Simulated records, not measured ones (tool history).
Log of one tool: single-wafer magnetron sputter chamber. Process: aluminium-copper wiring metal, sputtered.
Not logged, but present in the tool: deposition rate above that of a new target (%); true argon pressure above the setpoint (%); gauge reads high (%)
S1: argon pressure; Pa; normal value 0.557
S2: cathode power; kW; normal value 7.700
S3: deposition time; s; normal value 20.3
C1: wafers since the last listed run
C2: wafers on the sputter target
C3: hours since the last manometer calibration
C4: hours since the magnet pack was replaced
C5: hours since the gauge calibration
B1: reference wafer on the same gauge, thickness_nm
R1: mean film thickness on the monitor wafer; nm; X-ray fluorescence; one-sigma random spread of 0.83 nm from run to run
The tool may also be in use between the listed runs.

| run | hour | S1 | S2 | S3 | C1 | C2 | C3 | C4 | C5 | B1 | R1 |
|---|---|---|---|---|---|---|---|---|---|---|---|
| 1 | 0.0 | 0.557 | 7.700 | 20.3 | 0 | 1842 | 1265.5 | 8725.9 | 46.2 | 305.911 | 265.414 |
| 2 | 21.6 | 0.557 | 7.700 | 20.3 | 397 | 2239 | 1287.1 | 8747.5 | 67.8 | 306.108 | 265.638 |
| 3 | 39.5 | 0.557 | 8.750 | 20.3 | 329 | 2568 | 1305.0 | 8765.4 | 85.7 | 306.080 | 297.907 |
|  | 65.3 | sputter target and shields replaced |
| 4 | 91.8 | 0.557 | 8.750 | 20.3 | 814 | 486 | 1357.3 | 8817.7 | 138.0 | 305.907 | 297.803 |
| 5 | 118.1 | 0.557 | 7.700 | 20.3 | 483 | 970 | 1383.6 | 8844.0 | 164.3 | 305.968 | 266.461 |
| 6 | 133.9 | 0.557 | 7.700 | 20.3 | 290 | 1261 | 1399.4 | 8859.8 | 180.1 | 306.058 | 266.320 |
| 7 | 158.0 | 0.557 | 7.700 | 20.3 | 443 | 1704 | 1423.5 | 8883.9 | 204.2 | 306.093 | 266.567 |
| 8 | 191.7 | 0.557 | 7.700 | 20.3 | 619 | 2324 | 1457.2 | 8917.6 | 237.9 | 306.202 | 267.284 |
|  | 232.3 | sputter target and shields replaced |
| 9 | 232.8 | 0.557 | 7.700 | 20.3 | 608 | 9 | 1498.3 | 8958.7 | 279.0 | 306.109 | 266.380 |
| 10 | 244.1 | 0.557 | 7.700 | 20.3 | 207 | 217 | 1509.6 | 8970.0 | 290.3 | 305.929 | 268.598 |
| 11 | 277.2 | 0.557 | 7.700 | 20.3 | 608 | 826 | 1542.7 | 9003.1 | 323.4 | 305.993 | 267.143 |
| 12 | 294.6 | 0.484 | 7.700 | 21.5 | 320 | 1146 | 1560.1 | 9020.5 | 340.8 | 306.070 | 290.521 |
| 13 | 329.3 | 0.484 | 7.700 | 21.5 | 638 | 1784 | 1594.8 | 9055.2 | 375.5 | 306.013 | 291.676 |
| 14 | 347.7 | 0.484 | 7.700 | 21.5 | 338 | 2123 | 1613.2 | 9073.6 | 393.9 | 306.048 | 292.259 |
| 15 | 361.2 | 0.557 | 7.700 | 20.3 | 248 | 2371 | 1626.7 | 9087.1 | 407.4 | 305.920 | 267.604 |
| 16 | 393.0 | 0.557 | 7.700 | 20.3 | 585 | 2956 | 1658.5 | 9118.9 | 439.2 | 305.918 | 267.894 |
| 17 | 406.2 | 0.557 | 6.300 | 23.3 | 242 | 3199 | 1671.7 | 9132.1 | 452.4 | 305.800 | 257.173 |
|  | 423.8 | sputter target and shields replaced |
| 18 | 426.6 | 0.384 | 6.600 | 20.3 | 228 | 52 | 1692.1 | 9152.5 | 472.8 | 306.253 | 250.708 |
|  | 440.6 | magnet pack replaced |
| 19 | 442.9 | 0.557 | 7.700 | 17.8 | 152 | 205 | 1708.4 | 2.3 | 489.1 | 306.158 | 234.013 |
| 20 | 464.3 | 0.557 | 8.900 | 18.3 | 393 | 598 | 1729.8 | 23.7 | 510.5 | 305.929 | 275.543 |
|  | 499.1 | capacitance manometer re-zeroed and calibrated |
| 21 | 499.6 | 0.702 | 7.700 | 22.1 | 502 | 1100 | 0.5 | 59.0 | 545.8 | 305.794 | 265.342 |
| 22 | 515.1 | 0.557 | 7.700 | 17.4 | 285 | 1386 | 16.0 | 74.5 | 561.3 | 305.888 | 222.777 |
| 23 | 533.2 | 0.454 | 8.400 | 20.3 | 332 | 1719 | 34.1 | 92.6 | 579.4 | 306.001 | 292.451 |
| 24 | 568.0 | 0.557 | 7.700 | 20.3 | 640 | 2359 | 68.9 | 127.4 | 614.2 | 306.127 | 259.290 |
|  | 576.6 | gauge calibrated |
|  | 584.0 | sputter target and shields replaced |
| 25 | 585.6 | 0.433 | 7.700 | 20.3 | 176 | 29 | 86.5 | 145.0 | 9.0 | 306.232 | 273.267 |
| 26 | 618.5 | 0.557 | 6.050 | 18.3 | 605 | 634 | 119.4 | 177.9 | 41.9 | 306.113 | 188.513 |
| 27 | 649.4 | 0.348 | 7.700 | 16.9 | 568 | 1203 | 150.3 | 208.8 | 72.8 | 305.989 | 237.831 |
| 28 | 682.5 | 0.557 | 7.700 | 20.3 | 608 | 1811 | 183.4 | 241.9 | 105.9 | 305.937 | 260.831 |
| 29 | 705.8 | 0.557 | 7.700 | 20.3 | 428 | 2240 | 206.7 | 265.2 | 129.2 | 305.927 | 259.039 |
| 30 | 731.5 | 0.732 | 8.600 | 16.4 | 472 | 2713 | 232.4 | 290.9 | 154.9 | 306.103 | 216.243 |

For each run, what was the tool's unlogged condition?
deposition rate above that of a new target (%): 0 in every run
gauge reads high (%): 0 in every run
H1: true argon pressure above the setpoint (%)
| run | H1 |
|---|---|
| 1 | -12.3 |
| 2 | -12.5 |
| 3 | -12.7 |
| 4 | -13.1 |
| 5 | -13.4 |
| 6 | -13.5 |
| 7 | -13.7 |
| 8 | -14 |
| 9 | -14.4 |
| 10 | -14.5 |
| 11 | -14.8 |
| 12 | -14.9 |
| 13 | -15.2 |
| 14 | -15.4 |
| 15 | -15.5 |
| 16 | -15.8 |
| 17 | -15.9 |
| 18 | -16.1 |
| 19 | -16.2 |
| 20 | -16.4 |
| 21 | -1.64 |
| 22 | -1.78 |
| 23 | -1.94 |
| 24 | -2.24 |
| 25 | -2.4 |
| 26 | -2.69 |
| 27 | -2.96 |
| 28 | -3.25 |
| 29 | -3.46 |
| 30 | -3.68 |
